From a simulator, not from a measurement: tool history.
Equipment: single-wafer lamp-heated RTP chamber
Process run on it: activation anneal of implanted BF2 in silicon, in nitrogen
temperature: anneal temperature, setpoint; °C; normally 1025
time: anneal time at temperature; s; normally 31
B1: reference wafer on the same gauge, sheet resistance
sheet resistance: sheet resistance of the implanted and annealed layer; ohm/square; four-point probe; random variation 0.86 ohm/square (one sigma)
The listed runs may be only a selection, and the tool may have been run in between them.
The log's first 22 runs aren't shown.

Run 23, hour 1002.6: usual settings but temperature 1050 °C, time 16 s; B1 469.89. Result: sheet resistance 571.66 ohm/square.
Run 24, hour 1060.1: usual settings but temperature 1036 °C, time 43 s; B1 470.07. Result: sheet resistance 553.61 ohm/square.
Run 25, hour 1087.1: usual settings but temperature 1007 °C, time 15 s; B1 470.04. Result: sheet resistance 586.54 ohm/square.
Run 26, hour 1123.0: usual settings but temperature 1000 °C, time 20 s; B1 470.10. Result: sheet resistance 584.55 ohm/square.
At hour 1167.8: reflector plate cleaned.
Run 27, hour 1191.9: usual settings; B1 469.79. Result: sheet resistance 567.55 ohm/square.
At hour 1234.6: pyrometer window cleaned and pyrometer calibrated.
Run 28, hour 1235.1: usual settings but temperature 1052 °C, time 49 s; B1 470.17. Result: sheet resistance 547.50 ohm/square.
Run 29, hour 1274.6: usual settings but time 44 s; B1 470.14. Result: sheet resistance 560.53 ohm/square.
Run 30, hour 1300.3: usual settings but temperature 1038 °C; B1 469.76. Result: sheet resistance 566.06 ohm/square.
Run 31, hour 1340.4: usual settings but temperature 995 °C, time 39 s; B1 470.21. Result: sheet resistance 579.06 ohm/square.
Run 32, hour 1391.0: usual settings but temperature 1033 °C, time 14 s; B1 470.10. Result: sheet resistance 580.06 ohm/square.
Run 33, hour 1434.5: usual settings but temperature 1033 °C, time 12 s; B1 470.34. Result: sheet resistance 581.35 ohm/square.
Run 34, hour 1459.9: usual settings; B1 470.16. Result: sheet resistance 567.19 ohm/square.
Run 35, hour 1484.2: usual settings but temperature 1049 °C, time 22 s; B1 470.10. Result: sheet resistance 563.44 ohm/square.

Forecast each of these 5 alternatives for the next run:
Run A, hour 1484.6: usual settings but temperature 1051 °C; B1 ?. Result: sheet resistance ?.
Run B, hour 1484.6: usual settings but temperature 1003 °C; B1 ?. Result: sheet resistance ?.
Run C, hour 1484.6: usual settings but temperature 1004 °C; B1 ?. Result: sheet resistance ?.
Run D, hour 1484.6: usual settings but temperature 1006 °C, time 16 s; B1 ?. Result: sheet resistance ?.
Run E, hour 1484.6: usual settings but temperature 1004 °C, time 44 s; B1 ?. Result: sheet resistance ?.

run      B1  sheet resistance
  A  470.02            551.08
  B  470.02            572.97
  C  470.02            572.46
  D  470.02            585.54
  E  470.02            564.50
Stripped of hidden state, with their random variation kept, the same runs would have yielded:
run  sheet resistance
  A            560.52
  B            584.09
  C            583.31
  D            595.75
  E            574.86
